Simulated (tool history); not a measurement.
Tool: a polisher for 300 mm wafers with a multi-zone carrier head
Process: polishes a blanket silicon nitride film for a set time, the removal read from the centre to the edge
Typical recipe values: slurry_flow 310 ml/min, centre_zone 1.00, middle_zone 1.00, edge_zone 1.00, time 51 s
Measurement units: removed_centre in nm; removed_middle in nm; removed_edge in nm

| run | hour | slurry_flow | centre_zone | middle_zone | edge_zone | time | wafers since the last listed run | wafers polished on this pad | hours since the slurry nozzle was cleaned | hours since the centre zone pressure was calibrated | hours since the edge zone pressure was calibrated | hours since the carrier head's membrane was replaced | incoming thickness of the incoming film, nm | removed_centre | removed_middle | removed_edge |
|---|---|---|---|---|---|---|---|---|---|---|---|---|---|---|---|---|
| 1 | 0.0 | 310 | 1.00 | 1.00 | 1.00 | 51 | 0 | 549 | 251.3 | 268.0 | 437.9 | 1357.8 | 968.0 | 67.4 | 71.0 | 71.1 |
| 2 | 7.1 | 310 | 1.00 | 1.00 | 1.00 | 51 | 84 | 634 | 258.4 | 275.1 | 445.0 | 1364.9 | 969.6 | 67.4 | 69.5 | 69.7 |
| 3 | 14.0 | 310 | 1.00 | 1.00 | 1.00 | 51 | 82 | 717 | 265.3 | 282.0 | 451.9 | 1371.8 | 953.3 | 67.7 | 69.9 | 70.4 |
| 4 | 28.4 | 310 | 1.00 | 0.94 | 1.00 | 51 | 172 | 889 | 279.7 | 296.4 | 466.3 | 1386.2 | 963.8 | 67.8 | 65.9 | 69.7 |
|  | 37.3 | worn pad replaced by a new one |
| 5 | 40.2 | 310 | 1.00 | 0.94 | 1.00 | 51 | 93 | 34 | 291.5 | 308.2 | 478.1 | 1398.0 | 960.1 | 71.3 | 71.4 | 73.4 |
| 6 | 51.3 | 310 | 0.95 | 1.00 | 1.00 | 51 | 132 | 167 | 302.6 | 319.3 | 489.2 | 1409.1 | 963.2 | 66.4 | 69.3 | 74.1 |
| 7 | 58.4 | 310 | 0.95 | 1.00 | 1.00 | 51 | 84 | 252 | 309.7 | 326.4 | 496.3 | 1416.2 | 977.5 | 66.2 | 70.3 | 72.2 |
| 8 | 74.0 | 310 | 0.95 | 1.00 | 1.00 | 51 | 186 | 439 | 325.3 | 342.0 | 511.9 | 1431.8 | 959.0 | 65.6 | 71.0 | 71.2 |
|  | 106.6 | edge zone pressure recalibrated |
|  | 116.2 | worn pad replaced by a new one |
| 9 | 119.8 | 310 | 1.00 | 1.00 | 1.00 | 51 | 476 | 43 | 371.1 | 387.8 | 13.2 | 1477.6 | 974.3 | 71.9 | 75.4 | 73.3 |
|  | 134.1 | carrier head's membrane replaced by a new one |
| 10 | 134.6 | 310 | 1.00 | 1.00 | 0.94 | 51 | 117 | 160 | 385.9 | 402.6 | 28.0 | 0.5 | 958.7 | 70.4 | 72.4 | 69.1 |
| 11 | 141.8 | 350 | 0.95 | 1.00 | 1.00 | 51 | 86 | 246 | 393.1 | 409.8 | 35.2 | 7.7 | 949.9 | 66.4 | 71.7 | 72.1 |
| 12 | 154.2 | 310 | 1.08 | 1.06 | 1.00 | 51 | 148 | 394 | 405.5 | 422.2 | 47.6 | 20.1 | 959.4 | 74.4 | 71.5 | 69.9 |
| 13 | 162.5 | 310 | 1.00 | 1.00 | 1.00 | 51 | 99 | 494 | 413.8 | 430.5 | 55.9 | 28.4 | 968.1 | 68.2 | 70.7 | 70.4 |
| 14 | 172.9 | 310 | 1.00 | 0.94 | 1.00 | 51 | 124 | 618 | 424.2 | 440.9 | 66.3 | 38.8 | 958.0 | 68.1 | 64.6 | 71.0 |
|  | 176.9 | centre zone pressure recalibrated |
| 15 | 181.4 | 275 | 1.00 | 1.00 | 0.97 | 42 | 77 | 696 | 432.7 | 4.5 | 74.8 | 47.3 | 960.3 | 55.4 | 56.6 | 57.2 |
|  | 191.2 | slurry nozzle cleaned |
| 16 | 193.2 | 270 | 1.00 | 1.00 | 1.00 | 65 | 129 | 825 | 2.0 | 16.3 | 86.6 | 59.1 | 942.2 | 86.1 | 86.5 | 91.2 |
|  | 197.7 | worn pad replaced by a new one |
| 17 | 205.2 | 310 | 1.00 | 1.00 | 1.00 | 51 | 95 | 89 | 14.0 | 28.3 | 98.6 | 71.1 | 972.1 | 71.5 | 73.1 | 73.0 |
| 18 | 221.6 | 310 | 1.10 | 1.00 | 0.89 | 51 | 196 | 285 | 30.4 | 44.7 | 115.0 | 87.5 | 944.5 | 75.3 | 71.2 | 67.7 |
| 19 | 232.5 | 310 | 1.00 | 1.00 | 1.00 | 51 | 130 | 416 | 41.3 | 55.6 | 125.9 | 98.4 | 969.7 | 69.1 | 71.9 | 71.6 |
| 20 | 248.9 | 310 | 1.00 | 1.00 | 1.00 | 40 | 196 | 612 | 57.7 | 72.0 | 142.3 | 114.8 | 968.9 | 52.5 | 54.1 | 54.7 |
| 21 | 259.4 | 310 | 0.89 | 1.00 | 1.00 | 57 | 125 | 738 | 68.2 | 82.5 | 152.8 | 125.3 | 958.6 | 67.0 | 79.0 | 78.4 |
|  | 274.0 | worn pad replaced by a new one |
| 22 | 274.5 | 405 | 1.00 | 1.00 | 1.00 | 62 | 132 | 6 | 83.3 | 97.6 | 167.9 | 140.4 | 961.7 | 89.0 | 89.4 | 91.7 |

4 ways to go on from here, each from the tool as it stands after run 22. What would each give?
| A | 274.9 | 310 | 1.00 | 1.00 | 1.00 | 51 | 4 | 10 | 83.7 | 98.0 | 168.3 | 140.8 | 958.0 | ? | ? | ? |
| B | 274.9 | 310 | 0.97 | 1.00 | 1.00 | 51 | 4 | 10 | 83.7 | 98.0 | 168.3 | 140.8 | 958.0 | ? | ? | ? |
| C | 274.9 | 310 | 1.09 | 1.00 | 1.04 | 51 | 4 | 10 | 83.7 | 98.0 | 168.3 | 140.8 | 958.0 | ? | ? | ? |
| D | 274.9 | 420 | 0.91 | 1.00 | 1.04 | 51 | 4 | 10 | 83.7 | 98.0 | 168.3 | 140.8 | 958.0 | ? | ? | ? |

| run | removed_centre | removed_middle | removed_edge |
|---|---|---|---|
| A | 71.5 | 73.0 | 74.2 |
| B | 69.3 | 73.0 | 74.2 |
| C | 78.0 | 73.0 | 75.7 |
| D | 66.7 | 74.8 | 77.1 |
The same runs, with their run-to-run variation unchanged, on a tool lacking any hidden condition would have given:
| run | removed_centre | removed_middle | removed_edge |
|---|---|---|---|
| A | 71.7 | 73.3 | 74.5 |
| B | 69.5 | 73.3 | 74.5 |
| C | 78.2 | 73.2 | 75.9 |
| D | 67.0 | 75.1 | 77.3 |
